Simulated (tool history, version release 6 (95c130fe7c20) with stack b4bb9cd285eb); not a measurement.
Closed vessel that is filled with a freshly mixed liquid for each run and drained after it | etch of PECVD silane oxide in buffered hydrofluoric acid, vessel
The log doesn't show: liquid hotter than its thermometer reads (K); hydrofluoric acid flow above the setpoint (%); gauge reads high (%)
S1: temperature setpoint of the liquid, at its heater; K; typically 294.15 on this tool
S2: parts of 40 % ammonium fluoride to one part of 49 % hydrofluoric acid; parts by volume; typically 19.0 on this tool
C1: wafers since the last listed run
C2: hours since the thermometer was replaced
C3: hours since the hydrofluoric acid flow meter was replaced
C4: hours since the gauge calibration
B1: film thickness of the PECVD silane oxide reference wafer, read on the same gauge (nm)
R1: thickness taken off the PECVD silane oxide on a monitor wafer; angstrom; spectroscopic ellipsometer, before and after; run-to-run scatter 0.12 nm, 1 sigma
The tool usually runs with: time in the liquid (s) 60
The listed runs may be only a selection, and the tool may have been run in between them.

run 1 hour=0.0 | S1=294.15 S2=19.0 time_in_the_liquid_(s)=60 | C1=0 C2=2710.9 C3=1929.7 C4=56.0 | B1=130.02 | R1=452.9
run 2 hour=10.1 | S1=294.15 S2=17.0 time_in_the_liquid_(s)=60 | C1=1198 C2=2721.0 C3=1939.8 C4=66.1 | B1=130.03 | R1=501.1
run 3 hour=18.7 | S1=294.15 S2=17.0 time_in_the_liquid_(s)=60 | C1=1020 C2=2729.6 C3=1948.4 C4=74.7 | B1=130.02 | R1=500.8
run 4 hour=24.7 | S1=294.15 S2=19.0 time_in_the_liquid_(s)=60 | C1=712 C2=2735.6 C3=1954.4 C4=80.7 | B1=129.99 | R1=450.4
run 5 hour=35.2 | S1=294.15 S2=19.0 time_in_the_liquid_(s)=60 | C1=1246 C2=2746.1 C3=1964.9 C4=91.2 | B1=130.00 | R1=450.2
run 6 hour=48.1 | S1=294.15 S2=19.0 time_in_the_liquid_(s)=60 | C1=1531 C2=2759.0 C3=1977.8 C4=104.1 | B1=129.99 | R1=450.9
run 7 hour=62.1 | S1=294.15 S2=19.0 time_in_the_liquid_(s)=60 | C1=1661 C2=2773.0 C3=1991.8 C4=118.1 | B1=129.99 | R1=449.9
run 8 hour=72.2 | S1=294.15 S2=19.0 time_in_the_liquid_(s)=60 | C1=1198 C2=2783.1 C3=2001.9 C4=128.2 | B1=130.02 | R1=451.2
run 9 hour=82.0 | S1=294.15 S2=19.0 time_in_the_liquid_(s)=60 | C1=1163 C2=2792.9 C3=2011.7 C4=138.0 | B1=130.01 | R1=448.8
run 10 hour=92.5 | S1=294.15 S2=19.0 time_in_the_liquid_(s)=60 | C1=1246 C2=2803.4 C3=2022.2 C4=148.5 | B1=130.00 | R1=450.3
-- hour=100.3 thermometer replaced
run 11 hour=104.5 | S1=294.15 S2=19.0 time_in_the_liquid_(s)=60 | C1=1305 C2=4.2 C3=2034.2 C4=160.5 | B1=130.00 | R1=386.9
run 12 hour=121.7 | S1=294.15 S2=19.0 time_in_the_liquid_(s)=60 | C1=2041 C2=21.4 C3=2051.4 C4=177.7 | B1=129.99 | R1=387.0
run 13 hour=143.7 | S1=294.15 S2=19.0 time_in_the_liquid_(s)=60 | C1=2611 C2=43.4 C3=2073.4 C4=199.7 | B1=130.00 | R1=388.0
run 14 hour=156.0 | S1=297.65 S2=19.0 time_in_the_liquid_(s)=85 | C1=1460 C2=55.7 C3=2085.7 C4=212.0 | B1=130.00 | R1=663.8
-- hour=158.4 gauge calibrated
run 15 hour=172.0 | S1=299.15 S2=16.0 time_in_the_liquid_(s)=45 | C1=1899 C2=71.7 C3=2101.7 C4=13.6 | B1=130.00 | R1=453.7
run 16 hour=185.9 | S1=292.65 S2=21.5 time_in_the_liquid_(s)=60 | C1=1650 C2=85.6 C3=2115.6 C4=27.5 | B1=129.99 | R1=322.3
run 17 hour=200.5 | S1=294.15 S2=19.0 time_in_the_liquid_(s)=60 | C1=1733 C2=100.2 C3=2130.2 C4=42.1 | B1=130.00 | R1=388.5
run 18 hour=207.9 | S1=294.15 S2=19.0 time_in_the_liquid_(s)=60 | C1=878 C2=107.6 C3=2137.6 C4=49.5 | B1=129.99 | R1=389.9
run 19 hour=224.7 | S1=290.15 S2=22.5 time_in_the_liquid_(s)=60 | C1=1994 C2=124.4 C3=2154.4 C4=66.3 | B1=129.99 | R1=272.6
run 20 hour=239.4 | S1=291.65 S2=16.0 time_in_the_liquid_(s)=85 | C1=1744 C2=139.1 C3=2169.1 C4=81.0 | B1=130.01 | R1=568.4
-- hour=250.0 hydrofluoric acid flow meter replaced
run 21 hour=254.0 | S1=294.15 S2=24.0 time_in_the_liquid_(s)=60 | C1=1614 C2=153.7 C3=4.0 C4=95.6 | B1=130.01 | R1=325.0
run 22 hour=260.8 | S1=294.15 S2=14.0 time_in_the_liquid_(s)=60 | C1=807 C2=160.5 C3=10.8 C4=102.4 | B1=130.01 | R1=527.8
run 23 hour=276.0 | S1=294.15 S2=19.0 time_in_the_liquid_(s)=60 | C1=1804 C2=175.7 C3=26.0 C4=117.6 | B1=129.99 | R1=389.9
run 24 hour=292.0 | S1=298.15 S2=22.0 time_in_the_liquid_(s)=75 | C1=1899 C2=191.7 C3=42.0 C4=133.6 | B1=129.99 | R1=543.8
run 25 hour=299.9 | S1=294.15 S2=19.0 time_in_the_liquid_(s)=60 | C1=937 C2=199.6 C3=49.9 C4=141.5 | B1=130.03 | R1=391.1
run 26 hour=307.8 | S1=294.15 S2=19.0 time_in_the_liquid_(s)=80 | C1=937 C2=207.5 C3=57.8 C4=149.4 | B1=129.98 | R1=520.8
run 27 hour=320.1 | S1=294.15 S2=19.0 time_in_the_liquid_(s)=60 | C1=1460 C2=219.8 C3=70.1 C4=161.7 | B1=129.99 | R1=389.8

The tool's hidden state at each run:
hydrofluoric acid flow above the setpoint (%): 0 across all the runs
gauge reads high (%): 0 across all the runs
H1: liquid hotter than its thermometer reads (K)
run=1 H1=2.75
run=2 H1=2.76
run=3 H1=2.76
run=4 H1=2.77
run=5 H1=2.78
run=6 H1=2.79
run=7 H1=2.8
run=8 H1=2.81
run=9 H1=2.82
run=10 H1=2.83
run=11 H1=0.0397
run=12 H1=0.0541
run=13 H1=0.0725
run=14 H1=0.0828
run=15 H1=0.0962
run=16 H1=0.108
run=17 H1=0.12
run=18 H1=0.126
run=19 H1=0.14
run=20 H1=0.153
run=21 H1=0.165
run=22 H1=0.171
run=23 H1=0.183
run=24 H1=0.197
run=25 H1=0.203
run=26 H1=0.21
run=27 H1=0.22
